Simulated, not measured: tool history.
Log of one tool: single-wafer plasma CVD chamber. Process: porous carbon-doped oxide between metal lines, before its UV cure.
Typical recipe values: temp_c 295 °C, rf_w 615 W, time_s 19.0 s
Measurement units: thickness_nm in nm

run	hour	temp_c	rf_w	time_s	read-back reference wafer on the same gauge, thickness_nm	thickness_nm
1	0.0	295	615	19.0	117.067	118.897
2	34.8	295	615	19.0	117.124	118.081
3	91.1	295	615	19.0	117.216	118.597
4	147.8	295	615	16.8	117.320	105.439
5	185.5	298	560	19.0	117.390	110.866
6	215.4	298	560	19.0	117.714	110.551
7	266.4	298	560	19.0	117.730	110.880
8	323.7	295	615	19.0	117.949	119.794
9	385.6	295	615	19.0	118.055	119.913
10	442.0	295	615	19.0	118.108	121.231
11	484.1	295	615	19.0	118.503	119.691
12	518.2	304	615	19.0	118.343	112.860
13	634.0	304	615	19.0	118.589	113.670
14	674.2	304	615	19.0	118.885	114.495
15	724.1	295	615	19.0	119.046	120.793
# hour 776.6: gauge calibrated
16	779.5	295	615	19.0	115.534	117.979
17	829.3	295	615	19.0	115.623	117.667
18	886.6	295	615	16.6	115.876	103.622
# hour 925.7: thermocouple changed; heater temperature recalibrated
19	926.2	295	615	19.0	116.045	117.747
# hour 950.6: showerhead replaced
20	951.1	295	570	17.7	116.146	104.581
21	1003.1	304	650	17.6	116.024	106.384
22	1034.9	295	615	19.0	116.352	118.618
23	1070.5	295	615	20.5	116.462	127.474
24	1239.4	295	615	19.0	116.929	118.281
# hour 1284.6: RF generator calibrated
25	1295.1	295	615	19.0	116.826	117.973
26	1323.5	283	615	17.4	117.136	119.539
27	1392.4	282	575	17.4	117.197	115.130
28	1429.7	295	615	17.9	117.365	112.640
29	1474.3	295	615	19.0	117.485	120.028
30	1518.8	290	540	19.0	117.477	113.081
31	1588.4	283	615	19.0	117.907	129.324

Run 32 has not been measured yet. What should we expect?
32	1631.7	295	615	19.0	?	?

{"run 32": {"read-back reference wafer on the same gauge, thickness_nm": 117.832, "thickness_nm": 119.305}}
With no hidden state in the tool, this same run would have given thickness_nm 116.318 nm.
